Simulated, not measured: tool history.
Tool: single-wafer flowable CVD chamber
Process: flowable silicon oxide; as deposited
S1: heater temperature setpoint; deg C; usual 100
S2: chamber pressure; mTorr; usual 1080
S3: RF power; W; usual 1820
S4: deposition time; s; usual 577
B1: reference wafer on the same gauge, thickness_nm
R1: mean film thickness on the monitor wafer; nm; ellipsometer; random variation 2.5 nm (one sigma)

{"run": 1, "hour": 0.0, "S1": 100, "S2": 1080, "S3": 1820, "S4": 577, "B1": 449.708, "R1": 619.047}
{"run": 2, "hour": 27.3, "S1": 100, "S2": 1080, "S3": 2095, "S4": 577, "B1": 449.535, "R1": 634.998}
{"run": 3, "hour": 45.2, "S1": 100, "S2": 1080, "S3": 2095, "S4": 577, "B1": 450.402, "R1": 644.461}
{"run": 4, "hour": 66.4, "S1": 111, "S2": 1080, "S3": 1820, "S4": 577, "B1": 450.087, "R1": 453.969}
{"run": 5, "hour": 84.6, "S1": 111, "S2": 1080, "S3": 1820, "S4": 577, "B1": 449.555, "R1": 449.128}
{"run": 6, "hour": 118.5, "S1": 100, "S2": 1080, "S3": 1820, "S4": 577, "B1": 449.948, "R1": 627.713}
{"run": 7, "hour": 147.1, "S1": 100, "S2": 1080, "S3": 1820, "S4": 577, "B1": 449.837, "R1": 626.749}
{"run": 8, "hour": 171.0, "S1": 109, "S2": 1080, "S3": 2015, "S4": 577, "B1": 450.023, "R1": 486.933}
{"run": 9, "hour": 194.0, "S1": 109, "S2": 1080, "S3": 2015, "S4": 577, "B1": 450.502, "R1": 491.406}
{"run": 10, "hour": 213.1, "S1": 109, "S2": 1080, "S3": 2015, "S4": 577, "B1": 450.153, "R1": 492.464}
{"hour": 235.0, "done": "RF generator calibrated"}
{"run": 11, "hour": 238.6, "S1": 100, "S2": 1080, "S3": 1820, "S4": 577, "B1": 449.375, "R1": 629.853}
{"hour": 266.1, "done": "showerhead replaced, of another model than before"}
{"run": 12, "hour": 266.6, "S1": 100, "S2": 1080, "S3": 1820, "S4": 537, "B1": 449.536, "R1": 585.249}
{"run": 13, "hour": 276.2, "S1": 100, "S2": 1080, "S3": 1820, "S4": 537, "B1": 449.898, "R1": 583.85}
{"run": 14, "hour": 288.9, "S1": 100, "S2": 1080, "S3": 1820, "S4": 537, "B1": 450.383, "R1": 577.22}
{"run": 15, "hour": 320.4, "S1": 100, "S2": 970, "S3": 1820, "S4": 513, "B1": 449.917, "R1": 517.645}
{"run": 16, "hour": 338.2, "S1": 113, "S2": 1080, "S3": 2075, "S4": 577, "B1": 450.392, "R1": 434.358}
{"hour": 351.6, "done": "gauge calibrated"}
{"run": 17, "hour": 375.7, "S1": 100, "S2": 1080, "S3": 1460, "S4": 577, "B1": 450.664, "R1": 603.375}
{"run": 18, "hour": 388.2, "S1": 109, "S2": 1080, "S3": 2015, "S4": 577, "B1": 450.113, "R1": 492.063}
{"hour": 397.4, "done": "thermocouple changed; heater temperature recalibrated"}
{"run": 19, "hour": 411.5, "S1": 100, "S2": 1080, "S3": 1820, "S4": 677, "B1": 450.341, "R1": 620.762}
{"run": 20, "hour": 441.7, "S1": 105, "S2": 1080, "S3": 1820, "S4": 521, "B1": 449.799, "R1": 412.537}
{"hour": 453.4, "done": "capacitance manometer re-zeroed and calibrated"}
{"run": 21, "hour": 471.8, "S1": 100, "S2": 1080, "S3": 1820, "S4": 577, "B1": 449.448, "R1": 531.151}
{"run": 22, "hour": 496.1, "S1": 100, "S2": 1080, "S3": 1820, "S4": 577, "B1": 450.119, "R1": 532.57}
{"run": 23, "hour": 522.4, "S1": 100, "S2": 1080, "S3": 1820, "S4": 577, "B1": 450.027, "R1": 535.1}
{"run": 24, "hour": 551.4, "S1": 100, "S2": 1080, "S3": 1925, "S4": 577, "B1": 449.975, "R1": 540.483}
{"run": 25, "hour": 584.0, "S1": 100, "S2": 1290, "S3": 1705, "S4": 577, "B1": 449.97, "R1": 606.666}
{"run": 26, "hour": 613.5, "S1": 113, "S2": 830, "S3": 1970, "S4": 684, "B1": 450.215, "R1": 372.819}
{"run": 27, "hour": 647.7, "S1": 105, "S2": 1190, "S3": 1820, "S4": 577, "B1": 449.769, "R1": 505.428}
{"run": 28, "hour": 660.9, "S1": 100, "S2": 1080, "S3": 1820, "S4": 577, "B1": 450.598, "R1": 544.27}

3 ways to go on from here, each from the tool as it stands after run 28. What would each give?
{"run": "A", "hour": 661.5, "S1": 100, "S2": 1080, "S3": 1945, "S4": 577, "B1": "?", "R1": "?"}
{"run": "B", "hour": 661.5, "S1": 106, "S2": 840, "S3": 1705, "S4": 679, "B1": "?", "R1": "?"}
{"run": "C", "hour": 661.5, "S1": 95, "S2": 880, "S3": 1640, "S4": 577, "B1": "?", "R1": "?"}

run=A B1=449.697 R1=556.445
run=B B1=449.697 R1=453.497
run=C B1=449.697 R1=544.147
Without the tool's hidden state the same runs would have given:
run=A R1=529.572
run=B R1=430.938
run=C R1=517.252
